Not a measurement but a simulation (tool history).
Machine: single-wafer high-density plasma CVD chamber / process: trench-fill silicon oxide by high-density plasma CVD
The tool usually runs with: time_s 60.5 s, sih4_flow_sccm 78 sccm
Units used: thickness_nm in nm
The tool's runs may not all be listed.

run,hour,time_s,sih4_flow_sccm,"read-back reference wafer on the same gauge, thickness_nm",thickness_nm
1,0.0,60.5,78,454.985,482.031
2,58.4,60.5,78,454.962,481.565
3,115.6,60.5,78,455.125,484.080
4,153.9,60.5,78,455.150,481.807
5,195.9,60.5,78,455.149,481.885
6,246.5,60.5,78,455.066,481.319
# hour 282.9: silane flow controller replaced
7,316.9,60.5,78,454.872,491.058
8,369.2,60.5,78,455.062,489.711
# hour 392.2: silane flow controller replaced, repeated, since the last time left the tool worse
9,428.1,50.6,88,455.045,423.888
# hour 468.3: gauge calibrated
10,500.0,50.1,86,454.933,410.929
11,531.5,60.5,78,455.085,469.360
12,558.1,66.2,66,454.975,465.022
13,607.2,72.3,88,455.004,603.004
14,678.5,54.9,78,454.867,424.253
15,723.0,65.8,83,454.916,530.066

What will run 16 give?
16,761.2,49.2,70,?,?

{"run 16": {"read-back reference wafer on the same gauge, thickness_nm": 455.028, "thickness_nm": 357.511}}
With the hidden condition absent and the run-to-run variation left alone, this run would have shown thickness_nm 357.263 nm.
